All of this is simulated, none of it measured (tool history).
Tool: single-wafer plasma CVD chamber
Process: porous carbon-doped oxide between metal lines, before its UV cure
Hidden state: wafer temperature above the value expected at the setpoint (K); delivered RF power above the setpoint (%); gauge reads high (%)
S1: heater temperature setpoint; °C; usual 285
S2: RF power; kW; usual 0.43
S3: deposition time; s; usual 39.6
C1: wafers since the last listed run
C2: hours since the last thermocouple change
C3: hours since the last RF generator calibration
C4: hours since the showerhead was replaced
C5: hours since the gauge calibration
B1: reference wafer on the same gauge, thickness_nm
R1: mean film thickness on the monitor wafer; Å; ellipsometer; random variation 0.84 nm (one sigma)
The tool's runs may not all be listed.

run,hour,S1,S2,S3,C1,C2,C3,C4,C5,B1,R1
1,0,285,0.43,39.6,0,1789.4,1879.9,6412.8,27,169.184,2031.33
2,12.2,285,0.43,39.6,159,1801.6,1892.1,6425,39.2,169.09,2023.67
3,23.8,285,0.43,39.6,151,1813.2,1903.7,6436.6,50.8,168.854,2027.47
4,38,291,0.43,44.7,185,1827.4,1917.9,6450.8,65,168.986,2199.65
5,48.3,278,0.43,39.6,134,1837.7,1928.2,6461.1,75.3,169.025,2106.94
6,60.8,278,0.43,39.6,163,1850.2,1940.7,6473.6,87.8,168.944,2108.15
7,74.5,285,0.43,35.5,178,1863.9,1954.4,6487.3,101.5,168.908,1825.48
8,89.1,285,0.43,35.5,190,1878.5,1969,6501.9,116.1,169.033,1827.12
9,101.6,285,0.43,39.6,163,1891,1981.5,6514.4,128.6,169.003,2022.12
# hour 101.8: gauge calibrated
10,109.7,285,0.43,39.6,105,1899.1,1989.6,6522.5,7.9,169.019,2007.32
# hour 121.3: thermocouple changed; heater temperature recalibrated
11,121.8,285,0.43,39.6,53,0.5,2001.7,6534.6,20,168.941,2029.45
12,123.1,274,0.43,39.6,16,1.8,2003,6535.9,21.3,168.991,2134.47
13,133.8,281,0.51,39.6,139,12.5,2013.7,6546.6,32,168.91,2259.05
14,141.6,285,0.43,36.9,101,20.3,2021.5,6554.4,39.8,168.968,1885.55
15,149,290,0.36,42.5,96,27.7,2028.9,6561.8,47.2,169.055,1931.27
# hour 160.5: RF generator calibrated
16,162.7,285,0.43,39.6,74,41.4,2.2,6575.5,60.9,168.936,2026.42
17,175.9,290,0.43,45.7,172,54.6,15.4,6588.7,74.1,169.038,2272.41
# hour 185: showerhead replaced
18,188.1,272,0.36,36.3,54,66.8,27.6,3.1,86.3,168.972,1814.56
19,201.4,285,0.43,39.6,173,80.1,40.9,16.4,99.6,169.058,2037.64
20,218.8,285,0.43,35.5,227,97.5,58.3,33.8,117,169.006,1824.89
21,227.1,300,0.355,34.9,108,105.8,66.6,42.1,125.3,169.1,1493.32
22,233.5,274,0.38,45.4,83,112.2,73,48.5,131.7,169.06,2316.9
# hour 243.8: gauge calibrated
23,247,273,0.505,35.1,176,125.7,86.5,62,3.2,169.013,2085.82

3 ways to go on from here, each from the tool as it stands after run 23. What would each give?
A,247.4,285,0.43,39.6,5,126.1,86.9,62.4,3.6,?,?
B,247.4,293,0.37,43.7,5,126.1,86.9,62.4,3.6,?,?
C,247.4,285,0.43,34.9,5,126.1,86.9,62.4,3.6,?,?

run,B1,R1
A,168.976,2025.34
B,168.976,1968.64
C,168.976,1790.87
Without the tool's hidden state the same runs would have given:
run,R1
A,2025.34
B,1968.64
C,1790.87
